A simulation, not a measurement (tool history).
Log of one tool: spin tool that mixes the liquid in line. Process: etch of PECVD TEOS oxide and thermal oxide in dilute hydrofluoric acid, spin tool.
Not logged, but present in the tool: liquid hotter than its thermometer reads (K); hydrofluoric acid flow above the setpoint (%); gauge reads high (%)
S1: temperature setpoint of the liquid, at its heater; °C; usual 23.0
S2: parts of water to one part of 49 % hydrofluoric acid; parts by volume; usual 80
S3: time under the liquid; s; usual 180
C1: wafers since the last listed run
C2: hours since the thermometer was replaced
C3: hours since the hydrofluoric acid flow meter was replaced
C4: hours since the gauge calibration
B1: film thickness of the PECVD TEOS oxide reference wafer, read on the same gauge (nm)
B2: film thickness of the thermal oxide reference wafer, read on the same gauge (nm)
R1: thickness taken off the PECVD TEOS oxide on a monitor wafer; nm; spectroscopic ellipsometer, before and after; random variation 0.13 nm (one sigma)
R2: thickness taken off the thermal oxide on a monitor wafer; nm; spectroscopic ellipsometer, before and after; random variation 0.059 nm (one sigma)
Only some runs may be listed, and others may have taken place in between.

{"run": 1, "hour": 0.0, "S1": 19.5, "S2": 80, "S3": 180, "C1": 0, "C2": 2702.1, "C3": 1741.8, "C4": 122.7, "B1": 129.99, "B2": 79.98, "R1": 29.93, "R2": 10.27}
{"run": 2, "hour": 21.9, "S1": 19.5, "S2": 80, "S3": 180, "C1": 131, "C2": 2724.0, "C3": 1763.7, "C4": 144.6, "B1": 130.01, "B2": 79.97, "R1": 29.81, "R2": 10.17}
{"run": 3, "hour": 49.6, "S1": 23.0, "S2": 110, "S3": 180, "C1": 166, "C2": 2751.7, "C3": 1791.4, "C4": 172.3, "B1": 130.02, "B2": 79.99, "R1": 24.23, "R2": 8.24}
{"run": 4, "hour": 73.6, "S1": 23.0, "S2": 110, "S3": 180, "C1": 143, "C2": 2775.7, "C3": 1815.4, "C4": 196.3, "B1": 129.99, "B2": 80.0, "R1": 24.27, "R2": 8.37}
{"run": 5, "hour": 109.3, "S1": 23.0, "S2": 80, "S3": 240, "C1": 214, "C2": 2811.4, "C3": 1851.1, "C4": 232.0, "B1": 130.0, "B2": 80.0, "R1": 46.24, "R2": 15.86}
{"run": 6, "hour": 131.7, "S1": 23.0, "S2": 80, "S3": 240, "C1": 134, "C2": 2833.8, "C3": 1873.5, "C4": 254.4, "B1": 129.96, "B2": 80.0, "R1": 46.11, "R2": 15.91}
{"run": 7, "hour": 155.7, "S1": 21.5, "S2": 80, "S3": 180, "C1": 143, "C2": 2857.8, "C3": 1897.5, "C4": 278.4, "B1": 130.01, "B2": 80.01, "R1": 32.49, "R2": 11.28}
{"run": 8, "hour": 179.9, "S1": 21.5, "S2": 80, "S3": 180, "C1": 145, "C2": 2882.0, "C3": 1921.7, "C4": 302.6, "B1": 130.02, "B2": 79.98, "R1": 32.91, "R2": 11.42}
{"run": 9, "hour": 212.4, "S1": 21.5, "S2": 80, "S3": 180, "C1": 194, "C2": 2914.5, "C3": 1954.2, "C4": 335.1, "B1": 129.99, "B2": 79.98, "R1": 32.76, "R2": 11.37}
{"hour": 241.0, "done": "hydrofluoric acid flow meter replaced"}
{"run": 10, "hour": 241.4, "S1": 23.0, "S2": 80, "S3": 180, "C1": 167, "C2": 2943.5, "C3": 0.4, "C4": 364.1, "B1": 129.97, "B2": 79.99, "R1": 30.96, "R2": 10.7}
{"run": 11, "hour": 273.9, "S1": 23.0, "S2": 80, "S3": 180, "C1": 194, "C2": 2976.0, "C3": 32.9, "C4": 396.6, "B1": 129.98, "B2": 80.01, "R1": 31.13, "R2": 10.67}
{"run": 12, "hour": 288.1, "S1": 24.5, "S2": 105, "S3": 180, "C1": 85, "C2": 2990.2, "C3": 47.1, "C4": 410.8, "B1": 130.02, "B2": 80.01, "R1": 24.35, "R2": 8.26}
{"run": 13, "hour": 303.9, "S1": 23.0, "S2": 100, "S3": 180, "C1": 94, "C2": 3006.0, "C3": 62.9, "C4": 426.6, "B1": 130.0, "B2": 80.0, "R1": 24.15, "R2": 8.41}
{"run": 14, "hour": 328.1, "S1": 23.0, "S2": 80, "S3": 180, "C1": 145, "C2": 3030.2, "C3": 87.1, "C4": 450.8, "B1": 129.99, "B2": 79.97, "R1": 30.98, "R2": 10.66}
{"run": 15, "hour": 377.7, "S1": 21.5, "S2": 80, "S3": 90, "C1": 297, "C2": 3079.8, "C3": 136.7, "C4": 500.4, "B1": 130.03, "B2": 79.99, "R1": 14.77, "R2": 5.16}
{"run": 16, "hour": 400.8, "S1": 23.0, "S2": 100, "S3": 180, "C1": 138, "C2": 3102.9, "C3": 159.8, "C4": 523.5, "B1": 129.99, "B2": 80.0, "R1": 24.55, "R2": 8.39}
{"hour": 404.7, "done": "thermometer replaced"}
{"run": 17, "hour": 424.6, "S1": 27.5, "S2": 80, "S3": 180, "C1": 136, "C2": 19.9, "C3": 183.6, "C4": 547.3, "B1": 130.02, "B2": 80.0, "R1": 34.17, "R2": 11.81}
{"run": 18, "hour": 454.9, "S1": 23.0, "S2": 80, "S3": 180, "C1": 181, "C2": 50.2, "C3": 213.9, "C4": 577.6, "B1": 129.98, "B2": 80.01, "R1": 28.42, "R2": 9.85}
{"run": 19, "hour": 480.4, "S1": 26.5, "S2": 55, "S3": 275, "C1": 152, "C2": 75.7, "C3": 239.4, "C4": 603.1, "B1": 130.0, "B2": 79.99, "R1": 75.91, "R2": 25.97}
{"hour": 492.8, "done": "gauge calibrated"}
{"run": 20, "hour": 500.4, "S1": 23.0, "S2": 110, "S3": 180, "C1": 119, "C2": 95.7, "C3": 259.4, "C4": 7.6, "B1": 130.0, "B2": 79.99, "R1": 20.26, "R2": 6.97}
{"run": 21, "hour": 520.0, "S1": 23.0, "S2": 90, "S3": 180, "C1": 117, "C2": 115.3, "C3": 279.0, "C4": 27.2, "B1": 130.01, "B2": 80.01, "R1": 25.55, "R2": 8.73}
{"run": 22, "hour": 544.3, "S1": 23.0, "S2": 90, "S3": 180, "C1": 145, "C2": 139.6, "C3": 303.3, "C4": 51.5, "B1": 130.0, "B2": 79.99, "R1": 25.53, "R2": 8.72}
{"run": 23, "hour": 573.1, "S1": 20.5, "S2": 110, "S3": 215, "C1": 172, "C2": 168.4, "C3": 332.1, "C4": 80.3, "B1": 129.98, "B2": 80.0, "R1": 22.15, "R2": 7.55}
{"run": 24, "hour": 589.4, "S1": 25.0, "S2": 45, "S3": 180, "C1": 97, "C2": 184.7, "C3": 348.4, "C4": 96.6, "B1": 129.98, "B2": 79.98, "R1": 58.38, "R2": 20.17}
{"run": 25, "hour": 619.1, "S1": 20.0, "S2": 80, "S3": 280, "C1": 178, "C2": 214.4, "C3": 378.1, "C4": 126.3, "B1": 130.01, "B2": 80.04, "R1": 39.87, "R2": 13.66}
{"run": 26, "hour": 651.1, "S1": 24.5, "S2": 120, "S3": 265, "C1": 191, "C2": 246.4, "C3": 410.1, "C4": 158.3, "B1": 129.97, "B2": 80.02, "R1": 29.2, "R2": 10.02}
{"run": 27, "hour": 667.9, "S1": 23.0, "S2": 80, "S3": 180, "C1": 100, "C2": 263.2, "C3": 426.9, "C4": 175.1, "B1": 130.0, "B2": 80.03, "R1": 29.29, "R2": 10.0}

Branching from run 27: 3 alternative next runs. What would each branch give?
{"run": "A", "hour": 668.4, "S1": 23.0, "S2": 80, "S3": 285, "C1": 2, "C2": 263.7, "C3": 427.4, "C4": 175.6, "B1": "?", "B2": "?", "R1": "?", "R2": "?"}
{"run": "B", "hour": 668.4, "S1": 21.5, "S2": 80, "S3": 215, "C1": 2, "C2": 263.7, "C3": 427.4, "C4": 175.6, "B1": "?", "B2": "?", "R1": "?", "R2": "?"}
{"run": "C", "hour": 668.4, "S1": 21.0, "S2": 105, "S3": 70, "C1": 2, "C2": 263.7, "C3": 427.4, "C4": 175.6, "B1": "?", "B2": "?", "R1": "?", "R2": "?"}

run=A B1=130.01 B2=80.01 R1=46.52 R2=15.80
run=B B1=130.01 B2=80.01 R1=33.01 R2=11.21
run=C B1=130.01 B2=80.01 R1=7.80 R2=2.65
The same runs, with their run-to-run variation unchanged, on a tool lacking any hidden condition would have given:
run=A R1=44.31 R2=15.05
run=B R1=31.44 R2=10.68
run=C R1=7.42 R2=2.52

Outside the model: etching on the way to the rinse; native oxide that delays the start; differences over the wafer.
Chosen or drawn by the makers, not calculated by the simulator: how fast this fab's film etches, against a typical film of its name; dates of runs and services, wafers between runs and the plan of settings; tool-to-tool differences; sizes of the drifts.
